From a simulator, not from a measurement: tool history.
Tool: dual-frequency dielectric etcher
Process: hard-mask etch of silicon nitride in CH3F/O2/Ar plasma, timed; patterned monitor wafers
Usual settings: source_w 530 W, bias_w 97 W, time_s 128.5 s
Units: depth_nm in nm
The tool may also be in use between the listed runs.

run	day	source_w	bias_w	time_s	wafers since the last listed run	hours since the last wet clean	hours since the last source power generator calibration	hours since the last bias power generator calibration	hours since the last upper electrode change	hours since the gauge calibration	read-back reference wafer on the same gauge, depth_nm	depth_nm
1	0	530	97	128.5	0	335.4	3694.2	3140.7	4050.8	309.2	100.1	113.7
2	0.862	530	97	128.5	185	356.1	3714.9	3161.4	4071.5	329.9	100	113.3
3	1.862	530	97	128.5	215	380.1	3738.9	3185.4	4095.5	353.9	99.9	112.2
# day 3.642: wet clean of the chamber
4	3.662	530	97	128.5	172	0.5	3782.1	3228.6	4138.7	397.1	99.7	119.2
5	3.9	530	97	128.5	51	6.2	3787.8	3234.3	4144.4	402.8	99.8	117.7
6	4.696	530	97	128.5	171	25.3	3806.9	3253.4	4163.5	421.9	99.9	119.4
7	5.296	530	97	128.5	129	39.7	3821.3	3267.8	4177.9	436.3	100.2	118.5
8	6.25	530	97	128.5	205	62.6	3844.2	3290.7	4200.8	459.2	100.2	118.2
9	7.308	530	97	128.5	228	88	3869.6	3316.1	4226.2	484.6	99.7	118
10	7.992	530	97	110.5	147	104.4	3886	3332.5	4242.6	501	100.1	100.9
11	8.717	530	97	128.5	156	121.8	3903.4	3349.9	4260	518.4	100	117.6
12	10.904	530	97	128.5	471	174.3	3955.9	3402.4	4312.5	570.9	99.7	115.8
# day 12.325: source power generator calibrated
# day 13.033: upper electrode replaced
13	13.054	530	97	128.5	274	225.9	17.5	3454	0.5	622.5	99.9	116.9
14	13.175	530	80	119.5	26	228.8	20.4	3456.9	3.4	625.4	100.1	101.4
15	13.808	530	80	119.5	136	244	35.6	3472.1	18.6	640.6	100	100.8
16	14.854	630	86	105	225	269.1	60.7	3497.2	43.7	665.7	100.1	98.9
17	15.704	600	113	95.5	183	289.5	81.1	3517.6	64.1	686.1	100.2	94.7
18	16.233	530	97	128.5	114	302.2	93.8	3530.3	76.8	698.8	99.9	114.8
19	16.946	440	104	157	153	319.3	110.9	3547.4	93.9	715.9	99.9	126.2
20	17.571	530	97	128.5	134	334.3	125.9	3562.4	108.9	730.9	100.2	114.3
# day 18.554: bias power generator calibrated
21	18.729	570	97	112.5	213	362.1	153.7	4.2	136.7	758.7	100	102.8
# day 20.158: wet clean of the chamber
22	20.179	620	87	128.5	97	0.5	188.5	39	171.5	793.5	99.9	123.4
23	21.312	420	79	105	244	27.7	215.7	66.2	198.7	820.7	100.1	77.5
# day 21.946: gauge calibrated
24	22.521	530	97	128.5	260	56.7	244.7	95.2	227.7	13.8	99.9	116.7
25	23.412	530	97	99.5	192	78.1	266.1	116.6	249.1	35.2	99.8	88.9
26	23.971	600	118	96	120	91.5	279.5	130	262.5	48.6	99.8	99.2
27	24.683	530	97	149.5	153	108.6	296.6	147.1	279.6	65.7	100.3	134.8
28	25.258	650	117	147.5	123	122.4	310.4	160.9	293.4	79.5	100	155.9
29	26.333	530	97	128.5	231	148.2	336.2	186.7	319.2	105.3	100	115
30	27.133	560	80	156	172	167.4	355.4	205.9	338.4	124.5	99.7	136.1
31	28.079	430	74	144	203	190.1	378.1	228.6	361.1	147.2	99.7	104.1

How the hidden state differs across the entries between the runs, from the last listed run before each to the first after it:
Between runs 3 and 4: wet clean of the chamber (day 3.642)
  etch rate over this chamber's usual, %: -4.71 -> 0.698
  measured less the result without the state, depth_nm: -5.5 -> +0.8 nm
Between runs 12 and 13: source power generator calibrated (day 12.325); upper electrode replaced (day 13.033)
  etch rate over this chamber's usual, %: -1.43 -> -2.06
  measured less the result without the state, depth_nm: -1.7 -> -2.5 nm
Between runs 20 and 21: bias power generator calibrated (day 18.554)
  etch rate over this chamber's usual, %: -3.39 -> -3.73
  measured less the result without the state, depth_nm: -4 -> -3.9 nm
Between runs 21 and 22: wet clean of the chamber (day 20.158)
  etch rate over this chamber's usual, %: -3.73 -> -0.468
  measured less the result without the state, depth_nm: -3.9 -> -0.6 nm
Between runs 23 and 24: gauge calibrated (day 21.946)
  etch rate over this chamber's usual, %: -0.801 -> -1.16
  measured less the result without the state, depth_nm: -0.6 -> -1.4 nm
